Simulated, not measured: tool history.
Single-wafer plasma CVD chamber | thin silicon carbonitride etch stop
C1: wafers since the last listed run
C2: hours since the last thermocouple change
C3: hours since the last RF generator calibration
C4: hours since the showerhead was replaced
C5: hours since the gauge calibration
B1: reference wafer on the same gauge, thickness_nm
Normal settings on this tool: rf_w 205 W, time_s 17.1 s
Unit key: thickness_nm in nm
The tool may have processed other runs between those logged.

Run 1, hour 0: usual settings; C1 0; C2 3045.6; C3 2085.6; C4 2709.3; C5 479.8; B1 10.851. Result: thickness_nm 9.344 nm.
Run 2, hour 16.5: usual settings; C1 341; C2 3062.1; C3 2102.1; C4 2725.8; C5 496.3; B1 10.845. Result: thickness_nm 9.33 nm.
Run 3, hour 30.8: usual settings; C1 296; C2 3076.4; C3 2116.4; C4 2740.1; C5 510.6; B1 10.841. Result: thickness_nm 9.327 nm.
At hour 39: thermocouple changed; heater temperature recalibrated.
Run 4, hour 41.8: usual settings; C1 62; C2 2.8; C3 2127.4; C4 2751.1; C5 521.6; B1 10.836. Result: thickness_nm 9.336 nm.
At hour 48.4: gauge calibrated.
Run 5, hour 52.6: usual settings; C1 223; C2 13.6; C3 2138.2; C4 2761.9; C5 4.2; B1 10.837. Result: thickness_nm 9.331 nm.
Run 6, hour 66.2: usual settings but time_s 15.8 s; C1 281; C2 27.2; C3 2151.8; C4 2775.5; C5 17.8; B1 10.841. Result: thickness_nm 8.609 nm.
Run 7, hour 82: usual settings but time_s 15.8 s; C1 327; C2 43; C3 2167.6; C4 2791.3; C5 33.6; B1 10.841. Result: thickness_nm 8.636 nm.
Run 8, hour 91.7: usual settings but time_s 15.8 s; C1 200; C2 52.7; C3 2177.3; C4 2801; C5 43.3; B1 10.829. Result: thickness_nm 8.625 nm.
At hour 106.7: showerhead replaced.
Run 9, hour 107.2: usual settings but rf_w 195 W; C1 155; C2 68.2; C3 2192.8; C4 0.5; C5 58.8; B1 10.841. Result: thickness_nm 9.175 nm.
Run 10, hour 110.1: usual settings but rf_w 195 W; C1 60; C2 71.1; C3 2195.7; C4 3.4; C5 61.7; B1 10.836. Result: thickness_nm 9.147 nm.
Run 11, hour 117.4: usual settings but rf_w 180 W; C1 151; C2 78.4; C3 2203; C4 10.7; C5 69; B1 10.836. Result: thickness_nm 8.896 nm.
At hour 130.8: RF generator calibrated.
Run 12, hour 131.3: usual settings; C1 122; C2 92.3; C3 0.5; C4 24.6; C5 82.9; B1 10.837. Result: thickness_nm 9.574 nm.
Run 13, hour 141.9: usual settings; C1 219; C2 102.9; C3 11.1; C4 35.2; C5 93.5; B1 10.831. Result: thickness_nm 9.55 nm.
Run 14, hour 155.4: usual settings; C1 279; C2 116.4; C3 24.6; C4 48.7; C5 107; B1 10.844. Result: thickness_nm 9.584 nm.
Run 15, hour 161.5: usual settings; C1 126; C2 122.5; C3 30.7; C4 54.8; C5 113.1; B1 10.847. Result: thickness_nm 9.583 nm.
Run 16, hour 178.6: usual settings but time_s 18.6 s; C1 354; C2 139.6; C3 47.8; C4 71.9; C5 130.2; B1 10.843. Result: thickness_nm 10.427 nm.
Run 17, hour 188.7: usual settings but rf_w 220 W; C1 209; C2 149.7; C3 57.9; C4 82; C5 140.3; B1 10.837. Result: thickness_nm 9.782 nm.
Run 18, hour 195.8: usual settings but rf_w 175 W, time_s 18.1 s; C1 147; C2 156.8; C3 65; C4 89.1; C5 147.4; B1 10.839. Result: thickness_nm 9.62 nm.
Run 19, hour 203: usual settings but rf_w 180 W, time_s 18.9 s; C1 149; C2 164; C3 72.2; C4 96.3; C5 154.6; B1 10.842. Result: thickness_nm 10.115 nm.
Run 20, hour 217.6: usual settings; C1 302; C2 178.6; C3 86.8; C4 110.9; C5 169.2; B1 10.836. Result: thickness_nm 9.549 nm.
Run 21, hour 228.2: usual settings; C1 219; C2 189.2; C3 97.4; C4 121.5; C5 179.8; B1 10.836. Result: thickness_nm 9.592 nm.
Run 22, hour 234.7: usual settings but rf_w 245 W, time_s 16 s; C1 134; C2 195.7; C3 103.9; C4 128; C5 186.3; B1 10.842. Result: thickness_nm 9.478 nm.
Run 23, hour 242.2: usual settings but rf_w 240 W, time_s 19.9 s; C1 155; C2 203.2; C3 111.4; C4 135.5; C5 193.8; B1 10.841. Result: thickness_nm 11.727 nm.
Run 24, hour 258.7: usual settings but rf_w 195 W, time_s 18.1 s; C1 341; C2 219.7; C3 127.9; C4 152; C5 210.3; B1 10.837. Result: thickness_nm 9.932 nm.
Run 25, hour 268: usual settings but rf_w 225 W, time_s 15.6 s; C1 192; C2 229; C3 137.2; C4 161.3; C5 219.6; B1 10.841. Result: thickness_nm 8.981 nm.
Run 26, hour 276.5: usual settings but rf_w 235 W; C1 176; C2 237.5; C3 145.7; C4 169.8; C5 228.1; B1 10.835. Result: thickness_nm 9.995 nm.
Run 27, hour 282.5: usual settings but rf_w 215 W; C1 124; C2 243.5; C3 151.7; C4 175.8; C5 234.1; B1 10.84. Result: thickness_nm 9.694 nm.
Run 28, hour 292.7: usual settings but rf_w 170 W, time_s 18 s; C1 211; C2 253.7; C3 161.9; C4 186; C5 244.3; B1 10.842. Result: thickness_nm 9.416 nm.
Run 29, hour 305.4: usual settings but time_s 15.5 s; C1 263; C2 266.4; C3 174.6; C4 198.7; C5 257; B1 10.839. Result: thickness_nm 8.656 nm.
Run 30, hour 317.9: usual settings but rf_w 235 W, time_s 18.1 s; C1 258; C2 278.9; C3 187.1; C4 211.2; C5 269.5; B1 10.843. Result: thickness_nm 10.56 nm.
Run 31, hour 333.4: usual settings but rf_w 185 W, time_s 14.2 s; C1 321; C2 294.4; C3 202.6; C4 226.7; C5 285; B1 10.838. Result: thickness_nm 7.626 nm.
Run 32, hour 340.1: usual settings; C1 138; C2 301.1; C3 209.3; C4 233.4; C5 291.7; B1 10.838. Result: thickness_nm 9.514 nm.
Run 33, hour 346.7: usual settings but rf_w 170 W, time_s 14.4 s; C1 136; C2 307.7; C3 215.9; C4 240; C5 298.3; B1 10.839. Result: thickness_nm 7.53 nm.
Run 34, hour 370: usual settings but rf_w 220 W, time_s 16.1 s; C1 482; C2 331; C3 239.2; C4 263.3; C5 321.6; B1 10.84. Result: thickness_nm 9.183 nm.
Run 35, hour 380: usual settings but rf_w 245 W, time_s 16 s; C1 207; C2 341; C3 249.2; C4 273.3; C5 331.6; B1 10.845. Result: thickness_nm 9.446 nm.
Run 36, hour 386.3: usual settings; C1 130; C2 347.3; C3 255.5; C4 279.6; C5 337.9; B1 10.842. Result: thickness_nm 9.532 nm.
Run 37, hour 402.5: usual settings but rf_w 175 W, time_s 19.8 s; C1 335; C2 363.5; C3 271.7; C4 295.8; C5 354.1; B1 10.846. Result: thickness_nm 10.433 nm.

Below are 3 alternative next runs, each starting from the tool's condition after run 37. Predict each:
Run A, hour 402.9: usual settings but rf_w 240 W; C1 8; C2 363.9; C3 272.1; C4 296.2; C5 354.5; B1 ?. Result: thickness_nm ?.
Run B, hour 402.9: usual settings but rf_w 230 W; C1 8; C2 363.9; C3 272.1; C4 296.2; C5 354.5; B1 ?. Result: thickness_nm ?.
Run C, hour 402.9: usual settings but rf_w 185 W, time_s 19.7 s; C1 8; C2 363.9; C3 272.1; C4 296.2; C5 354.5; B1 ?. Result: thickness_nm ?.

run      B1  thickness_nm
  A  10.844        10.002
  B  10.844         9.863
  C  10.844         10.57
The same runs, with their run-to-run variation unchanged, on a tool lacking any hidden condition would have given:
run  thickness_nm
  A        10.093
  B         9.953
  C        10.666

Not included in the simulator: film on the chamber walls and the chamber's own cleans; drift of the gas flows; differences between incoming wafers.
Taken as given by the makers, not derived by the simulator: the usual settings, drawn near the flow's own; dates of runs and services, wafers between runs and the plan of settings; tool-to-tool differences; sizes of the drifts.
